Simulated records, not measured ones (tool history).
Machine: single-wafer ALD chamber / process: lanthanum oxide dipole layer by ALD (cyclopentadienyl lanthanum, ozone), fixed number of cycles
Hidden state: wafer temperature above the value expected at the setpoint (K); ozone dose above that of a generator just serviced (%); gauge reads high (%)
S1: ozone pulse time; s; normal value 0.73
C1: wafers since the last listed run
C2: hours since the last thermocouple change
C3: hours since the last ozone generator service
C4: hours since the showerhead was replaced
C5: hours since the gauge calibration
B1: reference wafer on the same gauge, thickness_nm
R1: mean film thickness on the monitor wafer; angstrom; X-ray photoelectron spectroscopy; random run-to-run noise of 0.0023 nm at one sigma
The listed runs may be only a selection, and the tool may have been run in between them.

run,hour,S1,C1,C2,C3,C4,C5,B1,R1
1,0.0,0.73,0,1659.3,301.8,7552.6,369.9,0.505,4.42
2,23.6,0.73,358,1682.9,325.4,7576.2,393.5,0.505,4.41
3,54.5,0.73,468,1713.8,356.3,7607.1,424.4,0.505,4.37
4,70.2,0.73,238,1729.5,372.0,7622.8,440.1,0.505,4.37
# hour 75.6: gauge calibrated
5,91.7,0.73,326,1751.0,393.5,7644.3,16.1,0.505,4.41
6,118.9,0.73,412,1778.2,420.7,7671.5,43.3,0.505,4.39
7,150.6,0.95,481,1809.9,452.4,7703.2,75.0,0.505,4.96
8,186.4,0.73,543,1845.7,488.2,7739.0,110.8,0.505,4.37
9,198.7,0.73,186,1858.0,500.5,7751.3,123.1,0.505,4.37
10,212.4,0.57,207,1871.7,514.2,7765.0,136.8,0.505,3.78
11,289.2,0.57,1165,1948.5,591.0,7841.8,213.6,0.505,3.75
12,324.2,0.57,531,1983.5,626.0,7876.8,248.6,0.505,3.75
13,343.7,0.73,295,2003.0,645.5,7896.3,268.1,0.505,4.40
# hour 365.7: thermocouple changed; heater temperature recalibrated
14,366.2,0.73,220,0.5,668.0,7918.8,290.6,0.505,4.37
15,386.6,0.86,309,20.9,688.4,7939.2,311.0,0.505,4.72
# hour 401.1: showerhead replaced
16,417.1,0.61,341,51.4,718.9,16.0,341.5,0.506,3.92
17,433.5,0.73,248,67.8,735.3,32.4,357.9,0.505,4.38
# hour 460.3: ozone generator serviced
18,460.8,0.85,292,95.1,0.5,59.7,385.2,0.505,4.49
19,479.3,0.50,280,113.6,19.0,78.2,403.7,0.505,3.18
20,492.0,0.45,192,126.3,31.7,90.9,416.4,0.505,2.91
21,521.3,0.73,444,155.6,61.0,120.2,445.7,0.505,4.15
# hour 530.3: gauge calibrated
# hour 558.9: ozone generator serviced, repeated, since the last time left the tool worse
22,588.6,0.51,899,222.9,29.7,187.5,58.3,0.505,3.65
23,617.7,0.73,441,252.0,58.8,216.6,87.4,0.505,4.51
24,652.7,0.52,531,287.0,93.8,251.6,122.4,0.505,3.69
25,671.0,0.64,277,305.3,112.1,269.9,140.7,0.505,4.18
26,684.2,0.54,200,318.5,125.3,283.1,153.9,0.505,3.74
27,699.4,0.65,230,333.7,140.5,298.3,169.1,0.505,4.17

What differs in the tool's unlogged condition from the final listed run ahead of each entry between runs to the first listed run following it?
In the gap between runs 4 and 5: gauge calibrated (hour 75.6)
  ozone dose above that of a generator just serviced (%): -6.62 -> -6.79
  difference, measured minus the result without the unlogged condition, R1: -0.16 -> -0.16 angstrom
In the gap between runs 13 and 14: thermocouple changed; heater temperature recalibrated (hour 365.7)
  ozone dose above that of a generator just serviced (%): -8.1 -> -8.18
  difference, measured minus the result without the unlogged condition, R1: -0.20 -> -0.20 angstrom
In the gap between runs 15 and 16: showerhead replaced (hour 401.1)
  ozone dose above that of a generator just serviced (%): -8.24 -> -8.32
  difference, measured minus the result without the unlogged condition, R1: -0.19 -> -0.22 angstrom
In the gap between runs 17 and 18: ozone generator serviced (hour 460.3)
  ozone dose above that of a generator just serviced (%): -8.36 -> -15.5
  difference, measured minus the result without the unlogged condition, R1: -0.21 -> -0.37 angstrom
In the gap between runs 21 and 22: gauge calibrated (hour 530.3); ozone generator serviced, repeated, since the last time left the tool worse (hour 558.9)
  ozone dose above that of a generator just serviced (%): -17.1 -> -0.855
  difference, measured minus the result without the unlogged condition, R1: -0.45 -> -0.02 angstrom
